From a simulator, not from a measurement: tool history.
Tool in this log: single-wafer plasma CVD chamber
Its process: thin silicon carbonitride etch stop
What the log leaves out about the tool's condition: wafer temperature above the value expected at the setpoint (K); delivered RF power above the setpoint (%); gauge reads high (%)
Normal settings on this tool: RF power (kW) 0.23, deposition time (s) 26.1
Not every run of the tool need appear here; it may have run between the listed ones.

run	hour	RF power (kW)	deposition time (s)	wafers since the last listed run	hours since the last thermocouple change	hours since the last RF generator calibration	hours since the showerhead was replaced	hours since the gauge calibration	read-back reference wafer on the same gauge, thickness_nm	mean film thickness on the monitor wafer (nm)
1	0	0.25	27.8	0	493	1724.1	3058.6	1416.9	15.506	16.836
2	32.7	0.25	27.8	541	525.7	1756.8	3091.3	1449.6	15.498	16.806
3	95.8	0.25	27.8	1044	588.8	1819.9	3154.4	1512.7	15.499	16.786
4	132.8	0.23	26.1	612	625.8	1856.9	3191.4	1549.7	15.497	15.159
5	161	0.23	26.1	466	654	1885.1	3219.6	1577.9	15.503	15.228
6	232.4	0.23	26.1	1181	725.4	1956.5	3291	1649.3	15.502	15.162
7	262.1	0.26	26.1	491	755.1	1986.2	3320.7	1679	15.519	15.989
8	294.3	0.23	27.7	532	787.3	2018.4	3352.9	1711.2	15.49	16.069
9	362.6	0.23	27.7	1130	855.6	2086.7	3421.2	1779.5	15.503	16.01
10	418.6	0.23	27.7	926	911.6	2142.7	3477.2	1835.5	15.496	16.109
11	471.1	0.23	26.1	868	964.1	2195.2	3529.7	1888	15.501	15.17
12	503.1	0.23	26.1	529	996.1	2227.2	3561.7	1920	15.505	15.131
# hour 579.4: showerhead replaced
13	654.5	0.23	26.1	2373	1147.5	2378.6	75.1	2071.4	15.502	15.038
14	713	0.24	23.8	968	1206	2437.1	133.6	2129.9	15.487	14.031
# hour 761: gauge calibrated
15	769.7	0.23	26.1	938	1262.7	2493.8	190.3	8.7	15.508	14.956
# hour 808.4: RF generator calibrated
16	831.8	0.2	24.3	895	1324.8	23.4	252.4	70.8	15.513	13.61
17	894.6	0.19	28.3	1039	1387.6	86.2	315.2	133.6	15.501	15.462
18	945.5	0.23	26.1	842	1438.5	137.1	366.1	184.5	15.491	15.645
19	1003.6	0.23	26.1	961	1496.6	195.2	424.2	242.6	15.488	15.587
20	1032.2	0.195	22.5	473	1525.2	223.8	452.8	271.2	15.505	12.495
21	1187.5	0.24	23.8	2570	1680.5	379.1	608.1	426.5	15.498	14.459
22	1222.3	0.205	22.6	576	1715.3	413.9	642.9	461.3	15.51	12.78
23	1263.5	0.25	22.7	681	1756.5	455.1	684.1	502.5	15.483	13.993
# hour 1307.3: thermocouple changed; heater temperature recalibrated
24	1309.6	0.215	30.1	630	2.3	501.2	730.2	548.6	15.493	17.329
25	1352	0.23	26.1	701	44.7	543.6	772.6	591	15.505	15.478
26	1402.8	0.21	29.5	840	95.5	594.4	823.4	641.8	15.504	16.761
27	1451.5	0.23	26.1	806	144.2	643.1	872.1	690.5	15.501	15.467
28	1490.7	0.2	24.4	648	183.4	682.3	911.3	729.7	15.5	13.524
29	1555.1	0.205	22.6	1065	247.8	746.7	975.7	794.1	15.498	12.73
30	1587.1	0.23	29.3	529	279.8	778.7	1007.7	826.1	15.506	17.378
31	1639.1	0.275	30.8	860	331.8	830.7	1059.7	878.1	15.5	19.676
32	1698.7	0.2	21.9	986	391.4	890.3	1119.3	937.7	15.496	12.112
33	1736.6	0.23	26.1	627	429.3	928.2	1157.2	975.6	15.499	15.433
34	1798.9	0.215	30.4	1031	491.6	990.5	1219.5	1037.9	15.5	17.416

5 ways to go on from here, each from the tool as it stands after run 34. What would each give?
A	1799.3	0.23	23.1	6	492	990.9	1219.9	1038.3	?	?
B	1799.3	0.265	22.3	6	492	990.9	1219.9	1038.3	?	?
C	1799.3	0.23	24	6	492	990.9	1219.9	1038.3	?	?
D	1799.3	0.275	30.4	6	492	990.9	1219.9	1038.3	?	?
E	1799.3	0.205	23.2	6	492	990.9	1219.9	1038.3	?	?

run	read-back reference wafer on the same gauge, thickness_nm	mean film thickness on the monitor wafer (nm)
A	15.492	13.599
B	15.492	13.937
C	15.492	14.129
D	15.492	19.288
E	15.492	12.973
The same runs, with their run-to-run variation unchanged, on a tool lacking any hidden condition would have given:
run	mean film thickness on the monitor wafer (nm)
A	13.79
B	14.133
C	14.327
D	19.559
E	13.155

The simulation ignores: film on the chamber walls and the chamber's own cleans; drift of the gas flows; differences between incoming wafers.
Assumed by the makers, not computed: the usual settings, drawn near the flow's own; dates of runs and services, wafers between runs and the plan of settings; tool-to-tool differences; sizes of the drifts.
